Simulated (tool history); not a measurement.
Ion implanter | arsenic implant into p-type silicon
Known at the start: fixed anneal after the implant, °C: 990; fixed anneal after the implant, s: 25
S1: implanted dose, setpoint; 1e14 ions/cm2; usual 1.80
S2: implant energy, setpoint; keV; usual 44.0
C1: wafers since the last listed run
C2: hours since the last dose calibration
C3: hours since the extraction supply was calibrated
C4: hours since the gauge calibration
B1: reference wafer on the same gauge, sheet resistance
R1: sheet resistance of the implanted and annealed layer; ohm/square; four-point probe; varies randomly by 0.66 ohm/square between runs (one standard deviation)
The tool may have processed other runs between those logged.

Run 1, hour 0.0: usual settings; C1 0; C2 379.8; C3 2820.9; C4 1583.4; B1 508.99. Result: R1 436.43 ohm/square.
Run 2, hour 44.3: usual settings; C1 655; C2 424.1; C3 2865.2; C4 1627.7; B1 509.13. Result: R1 435.82 ohm/square.
Run 3, hour 69.5: usual settings but S1 2.11 1e14 ions/cm2; C1 373; C2 449.3; C3 2890.4; C4 1652.9; B1 508.86. Result: R1 389.01 ohm/square.
Run 4, hour 136.5: usual settings but S1 2.11 1e14 ions/cm2; C1 991; C2 516.3; C3 2957.4; C4 1719.9; B1 509.01. Result: R1 389.39 ohm/square.
Run 5, hour 207.4: usual settings but S1 2.11 1e14 ions/cm2; C1 1049; C2 587.2; C3 3028.3; C4 1790.8; B1 508.95. Result: R1 390.44 ohm/square.
Run 6, hour 276.6: usual settings; C1 1024; C2 656.4; C3 3097.5; C4 1860.0; B1 509.26. Result: R1 435.18 ohm/square.
Run 7, hour 313.7: usual settings; C1 549; C2 693.5; C3 3134.6; C4 1897.1; B1 508.87. Result: R1 435.78 ohm/square.
Run 8, hour 347.2: usual settings; C1 495; C2 727.0; C3 3168.1; C4 1930.6; B1 509.11. Result: R1 437.30 ohm/square.
Run 9, hour 416.1: usual settings but S1 1.55 1e14 ions/cm2, S2 34.5 keV; C1 1019; C2 795.9; C3 3237.0; C4 1999.5; B1 509.08. Result: R1 504.35 ohm/square.
Run 10, hour 455.5: usual settings but S1 1.55 1e14 ions/cm2, S2 34.5 keV; C1 583; C2 835.3; C3 3276.4; C4 2038.9; B1 509.14. Result: R1 503.73 ohm/square.
At hour 505.1: extraction supply calibrated.
Run 11, hour 505.8: usual settings but S1 1.55 1e14 ions/cm2, S2 34.5 keV; C1 626; C2 885.6; C3 0.7; C4 2089.2; B1 509.05. Result: R1 503.31 ohm/square.
Run 12, hour 572.0: usual settings; C1 979; C2 951.8; C3 66.9; C4 2155.4; B1 508.87. Result: R1 434.96 ohm/square.
Run 13, hour 635.3: usual settings; C1 937; C2 1015.1; C3 130.2; C4 2218.7; B1 508.99. Result: R1 435.25 ohm/square.
Run 14, hour 699.7: usual settings; C1 953; C2 1079.5; C3 194.6; C4 2283.1; B1 508.88. Result: R1 435.30 ohm/square.
Run 15, hour 745.6: usual settings; C1 679; C2 1125.4; C3 240.5; C4 2329.0; B1 509.04. Result: R1 432.99 ohm/square.
Run 16, hour 780.4: usual settings but S2 51.0 keV; C1 515; C2 1160.2; C3 275.3; C4 2363.8; B1 509.07. Result: R1 423.34 ohm/square.
Run 17, hour 811.3: usual settings but S1 2.14 1e14 ions/cm2, S2 31.0 keV; C1 457; C2 1191.1; C3 306.2; C4 2394.7; B1 508.91. Result: R1 404.10 ohm/square.
Run 18, hour 836.2: usual settings but S1 2.02 1e14 ions/cm2, S2 54.5 keV; C1 368; C2 1216.0; C3 331.1; C4 2419.6; B1 508.84. Result: R1 385.90 ohm/square.
At hour 840.1: gauge calibrated.
Run 19, hour 886.9: usual settings; C1 750; C2 1266.7; C3 381.8; C4 46.8; B1 508.81. Result: R1 432.78 ohm/square.
Run 20, hour 946.8: usual settings but S1 1.33 1e14 ions/cm2, S2 55.0 keV; C1 886; C2 1326.6; C3 441.7; C4 106.7; B1 508.92. Result: R1 513.42 ohm/square.
Run 21, hour 990.8: usual settings but S1 2.33 1e14 ions/cm2, S2 53.5 keV; C1 651; C2 1370.6; C3 485.7; C4 150.7; B1 509.07. Result: R1 350.33 ohm/square.
Run 22, hour 1058.7: usual settings; C1 1005; C2 1438.5; C3 553.6; C4 218.6; B1 508.95. Result: R1 434.04 ohm/square.
Run 23, hour 1123.4: usual settings but S1 1.38 1e14 ions/cm2, S2 56.0 keV; C1 957; C2 1503.2; C3 618.3; C4 283.3; B1 508.96. Result: R1 498.06 ohm/square.
Run 24, hour 1174.2: usual settings but S1 2.14 1e14 ions/cm2, S2 55.0 keV; C1 751; C2 1554.0; C3 669.1; C4 334.1; B1 508.90. Result: R1 370.02 ohm/square.
Run 25, hour 1218.4: usual settings but S1 1.59 1e14 ions/cm2, S2 30.5 keV; C1 654; C2 1598.2; C3 713.3; C4 378.3; B1 508.98. Result: R1 501.82 ohm/square.
Run 26, hour 1245.5: usual settings but S1 1.53 1e14 ions/cm2, S2 30.0 keV; C1 401; C2 1625.3; C3 740.4; C4 405.4; B1 508.96. Result: R1 516.76 ohm/square.
At hour 1289.1: Faraday cup replaced and dose calibrated.
Run 27, hour 1448.9: usual settings but S1 1.41 1e14 ions/cm2, S2 31.0 keV; C1 2892; C2 159.8; C3 943.8; C4 608.8; B1 508.92. Result: R1 550.69 ohm/square.
Run 28, hour 1478.3: usual settings but S1 1.49 1e14 ions/cm2; C1 435; C2 189.2; C3 973.2; C4 638.2; B1 509.03. Result: R1 498.38 ohm/square.
Run 29, hour 1527.9: usual settings; C1 734; C2 238.8; C3 1022.8; C4 687.8; B1 508.89. Result: R1 436.76 ohm/square.
Run 30, hour 1555.8: usual settings but S1 1.34 1e14 ions/cm2; C1 412; C2 266.7; C3 1050.7; C4 715.7; B1 509.27. Result: R1 537.48 ohm/square.
Run 31, hour 1586.2: usual settings; C1 450; C2 297.1; C3 1081.1; C4 746.1; B1 509.11. Result: R1 437.19 ohm/square.
Run 32, hour 1620.1: usual settings but S1 1.97 1e14 ions/cm2, S2 56.0 keV; C1 501; C2 331.0; C3 1115.0; C4 780.0; B1 509.19. Result: R1 394.23 ohm/square.
Run 33, hour 1662.0: usual settings but S1 1.59 1e14 ions/cm2; C1 620; C2 372.9; C3 1156.9; C4 821.9; B1 508.91. Result: R1 477.81 ohm/square.
Run 34, hour 1720.3: usual settings but S1 1.55 1e14 ions/cm2; C1 862; C2 431.2; C3 1215.2; C4 880.2; B1 509.25. Result: R1 484.98 ohm/square.
Run 35, hour 1749.7: usual settings but S1 1.43 1e14 ions/cm2, S2 29.5 keV; C1 435; C2 460.6; C3 1244.6; C4 909.6; B1 509.09. Result: R1 549.76 ohm/square.
Run 36, hour 1794.6: usual settings but S1 2.14 1e14 ions/cm2, S2 56.5 keV; C1 664; C2 505.5; C3 1289.5; C4 954.5; B1 509.03. Result: R1 372.22 ohm/square.
Run 37, hour 1824.8: usual settings but S1 1.62 1e14 ions/cm2, S2 51.0 keV; C1 447; C2 535.7; C3 1319.7; C4 984.7; B1 508.84. Result: R1 458.20 ohm/square.
Run 38, hour 1880.1: usual settings but S1 1.48 1e14 ions/cm2, S2 55.5 keV; C1 818; C2 591.0; C3 1375.0; C4 1040.0; B1 509.13. Result: R1 481.05 ohm/square.

Each row is a separate what-if for the run after 38, all from the same tool condition, not one after another. Results?
Run A, hour 1880.5: usual settings but S1 1.29 1e14 ions/cm2; C1 5; C2 591.4; C3 1375.4; C4 1040.4; B1 ?. Result: R1 ?.
Run B, hour 1880.5: usual settings but S1 1.39 1e14 ions/cm2; C1 5; C2 591.4; C3 1375.4; C4 1040.4; B1 ?. Result: R1 ?.
Run C, hour 1880.5: usual settings but S2 49.0 keV; C1 5; C2 591.4; C3 1375.4; C4 1040.4; B1 ?. Result: R1 ?.

run      B1      R1
  A  509.07  548.37
  B  509.07  521.15
  C  509.07  427.68
With the hidden condition removed and each run's random variation left untouched, the same runs would have given:
run      R1
  A  548.52
  B  521.29
  C  427.79

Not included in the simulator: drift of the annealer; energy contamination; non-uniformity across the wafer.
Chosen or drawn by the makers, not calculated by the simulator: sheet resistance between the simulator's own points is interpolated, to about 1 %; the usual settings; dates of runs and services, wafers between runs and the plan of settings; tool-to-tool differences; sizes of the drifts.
